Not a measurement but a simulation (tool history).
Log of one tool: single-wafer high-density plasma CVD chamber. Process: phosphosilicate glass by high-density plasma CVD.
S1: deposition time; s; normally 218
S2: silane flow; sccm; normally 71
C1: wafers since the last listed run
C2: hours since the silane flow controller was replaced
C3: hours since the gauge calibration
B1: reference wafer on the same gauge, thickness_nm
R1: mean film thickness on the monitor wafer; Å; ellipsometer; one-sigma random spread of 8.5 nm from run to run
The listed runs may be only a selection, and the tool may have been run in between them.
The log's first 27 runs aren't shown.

| run | day | S1 | S2 | C1 | C2 | C3 | B1 | R1 |
|---|---|---|---|---|---|---|---|---|
| 28 | 31.517 | 188 | 60 | 173 | 1444.6 | 98.5 | 1688.422 | 11963.68 |
| 29 | 32.325 | 253 | 75 | 170 | 1464 | 117.9 | 1689.762 | 18202.69 |
|  | 33.983 | silane flow controller replaced |
| 30 | 34.004 | 178 | 71 | 284 | 0.5 | 158.2 | 1687.313 | 12505.19 |
| 31 | 34.362 | 218 | 57 | 75 | 9.1 | 166.8 | 1688.782 | 13537.41 |
| 32 | 35.142 | 234 | 71 | 164 | 27.8 | 185.5 | 1685.942 | 16305.18 |
| 33 | 36.375 | 232 | 63 | 260 | 57.4 | 215.1 | 1685.381 | 15164.69 |
| 34 | 37.525 | 252 | 71 | 243 | 85 | 242.7 | 1686.225 | 17509.46 |
| 35 | 38.221 | 241 | 61 | 147 | 101.7 | 259.4 | 1683.224 | 15510.61 |
| 36 | 42.692 | 218 | 65 | 945 | 209 | 366.7 | 1677.299 | 14587.76 |
| 37 | 43.896 | 218 | 65 | 254 | 237.9 | 395.6 | 1675.82 | 14418.49 |
| 38 | 45.038 | 240 | 66 | 241 | 265.3 | 423 | 1671.867 | 16046.24 |
| 39 | 45.75 | 232 | 84 | 150 | 282.4 | 440.1 | 1672.874 | 17583.05 |
| 40 | 46.883 | 218 | 71 | 239 | 309.6 | 467.3 | 1671.747 | 15064.83 |
| 41 | 47.708 | 193 | 76 | 174 | 329.4 | 487.1 | 1670.643 | 13791.69 |
| 42 | 48.542 | 192 | 85 | 176 | 349.4 | 507.1 | 1665.983 | 14751.77 |
| 43 | 49.208 | 218 | 75 | 140 | 365.4 | 523.1 | 1665.268 | 15575.21 |

Alternative continuations, all from the tool just after run 43; predict every row:
| A | 49.229 | 218 | 71 | 4 | 365.9 | 523.6 | ? | ? |
| B | 49.229 | 205 | 83 | 4 | 365.9 | 523.6 | ? | ? |
| C | 49.229 | 218 | 64 | 4 | 365.9 | 523.6 | ? | ? |

| run | B1 | R1 |
|---|---|---|
| A | 1665.908 | 14949.34 |
| B | 1665.908 | 15403.11 |
| C | 1665.908 | 14114.85 |
With the hidden condition removed and each run's random variation left untouched, the same runs would have given:
| run | R1 |
|---|---|
| A | 15169.29 |
| B | 15629.73 |
| C | 14322.52 |
